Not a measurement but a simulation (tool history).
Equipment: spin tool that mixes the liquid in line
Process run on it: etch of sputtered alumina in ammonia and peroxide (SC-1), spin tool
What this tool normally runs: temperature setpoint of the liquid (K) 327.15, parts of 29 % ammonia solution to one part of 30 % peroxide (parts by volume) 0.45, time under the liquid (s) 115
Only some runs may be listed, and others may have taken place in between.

run    hour  temperature setpoint of the liquid (K)  parts of 29 % ammonia solution to one part of 30 % peroxide (parts by volume)  time under the liquid (s)  read-back film thickness of the sputtered alumina reference wafer, read on the same gauge (nm)  thickness taken off the sputtered alumina on a monitor wafer (Å)
  1       0                                  327.15                                                                           0.45                        115                                                                                          149.99                                                              52.6
       38.9  -- thermometer replaced
       40.8  -- ammonia flow meter replaced
  2    41.7                                  327.15                                                                           0.45                        140                                                                                          149.99                                                              61.4
  3   105.9                                  324.65                                                                            0.3                         55                                                                                             150                                                              20.3
  4   191.3                                  327.15                                                                           0.45                         75                                                                                          150.01                                                              33.3
  5   251.2                                  327.15                                                                            0.3                        115                                                                                          150.04                                                              48.7
  6   302.2                                  331.65                                                                            0.5                        180                                                                                             150                                                             101.9
  7   332.3                                  320.65                                                                           0.35                         55                                                                                          150.01                                                              16.6
  8   392.9                                  320.15                                                                            0.3                        140                                                                                          150.01                                                              40.8
      434.9  -- new drum of ammonia solution connected
  9   477.8                                  336.15                                                                           0.45                        115                                                                                             150                                                              82.3
 10   546.1                                  317.65                                                                           0.35                         60                                                                                          150.01                                                              15.3
 11     591                                  320.15                                                                           0.55                         70                                                                                             150                                                              21.7
      596.8  -- heated supply line repaired
 12     623                                  330.15                                                                            0.5                         90                                                                                             150                                                              50.2
 13   671.4                                  327.15                                                                           0.45                        115                                                                                          150.02                                                              53.9
 14   711.2                                  327.15                                                                           0.25                        115                                                                                             150                                                              51.4
 15   752.4                                  327.15                                                                           0.45                        115                                                                                          149.98                                                              54.4
 16   800.1                                  332.65                                                                           0.35                        115                                                                                          150.03                                                              70.1
 17   827.6                                  327.15                                                                           0.45                        115                                                                                          150.02                                                              54.7
 18     867                                  327.15                                                                           0.45                         55                                                                                          150.03                                                              26.2
 19   914.6                                  327.15                                                                           0.45                        115                                                                                          150.02                                                              55.2
 20   950.4                                  327.15                                                                           0.45                        115                                                                                             150                                                              54.8
      951.7  -- new drum of ammonia solution connected
 21   975.3                                  333.65                                                                            0.6                         55                                                                                          149.97                                                              37.8
 22  1035.1                                  321.15                                                                           0.45                         50                                                                                             150                                                              17.1
     1055.6  -- thermometer replaced
 23  1091.1                                  327.15                                                                           0.45                        115                                                                                          149.97                                                              51.7
 24  1140.7                                  327.15                                                                           0.45                         90                                                                                          150.01                                                              40.9

Forecast each of these 4 alternatives for the next run:
  A  1141.1                                  321.15                                                                           0.45                        115                                                                                               ?                                                                 ?
  B  1141.1                                  318.15                                                                           0.45                        140                                                                                               ?                                                                 ?
  C  1141.1                                  318.65                                                                           0.45                        115                                                                                               ?                                                                 ?
  D  1141.1                                  331.15                                                                           0.35                         80                                                                                               ?                                                                 ?

run  read-back film thickness of the sputtered alumina reference wafer, read on the same gauge (nm)  thickness taken off the sputtered alumina on a monitor wafer (Å)
  A                                                                                          149.99                                                              38.1
  B                                                                                          149.99                                                              39.2
  C                                                                                          149.99                                                              33.1
  D                                                                                          149.99                                                              44.4
Without the tool's hidden state the same runs would have given:
run  thickness taken off the sputtered alumina on a monitor wafer (Å)
  A                                                              37.9
  B                                                                39
  C                                                                33
  D                                                              44.2
